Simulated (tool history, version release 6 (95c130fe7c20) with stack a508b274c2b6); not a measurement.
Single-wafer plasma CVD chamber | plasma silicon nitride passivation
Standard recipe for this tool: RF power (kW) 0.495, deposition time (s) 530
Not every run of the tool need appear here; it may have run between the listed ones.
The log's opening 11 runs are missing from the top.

run,hour,RF power (kW),deposition time (s),"read-back reference wafer on the same gauge, thickness_nm",mean film thickness on the monitor wafer (nm)
12,528.4,0.495,613,925.023,937.156
13,578.6,0.53,604,925.016,941.408
14,639.7,0.53,604,924.8,944.274
15,664.7,0.53,604,925.411,940.382
16,690.2,0.495,530,925.271,807.561
# hour 722.5: RF generator calibrated
17,759.1,0.495,530,924.178,828.185
18,807.3,0.59,614,924.899,1016.333
19,863.8,0.56,530,924.853,863.052
20,1057.8,0.495,564,925.782,876.699
# hour 1065.8: gauge calibrated
# hour 1076.8: showerhead replaced
21,1109.7,0.54,530,925.511,839.033
22,1153.4,0.4,561,924.625,807.272
23,1197.5,0.495,610,925.116,941.79
24,1223.2,0.445,493,925.303,733.715
25,1284.5,0.58,607,925.177,979.054
26,1339,0.495,530,925.758,810.592
27,1403.2,0.495,468,924.651,717.334
28,1443.5,0.575,530,925.437,850.982
29,1478.6,0.585,530,925.198,857.557
30,1509.2,0.495,530,924.795,816.536
31,1580.3,0.425,433,924.91,633.219
32,1640.2,0.455,494,925.44,735.479
33,1689.4,0.415,632,925.307,915.351
34,1737.5,0.495,530,924.836,814.733
35,1796.1,0.42,530,925.653,768.698

5 options for the next run, each taken on its own from the tool as it stands now. Forecast them:
A,1796.6,0.44,530,?,?
B,1796.6,0.465,568,?,?
C,1796.6,0.495,600,?,?
D,1796.6,0.405,631,?,?
E,1796.6,0.495,443,?,?

run,"read-back reference wafer on the same gauge, thickness_nm",mean film thickness on the monitor wafer (nm)
A,925.341,785.07
B,925.341,855.969
C,925.341,921.938
D,925.341,910.784
E,925.341,680.697
With the hidden condition removed and each run's random variation left untouched, the same runs would have given:
run,mean film thickness on the monitor wafer (nm)
A,804.178
B,876.803
C,944.378
D,932.953
E,697.266
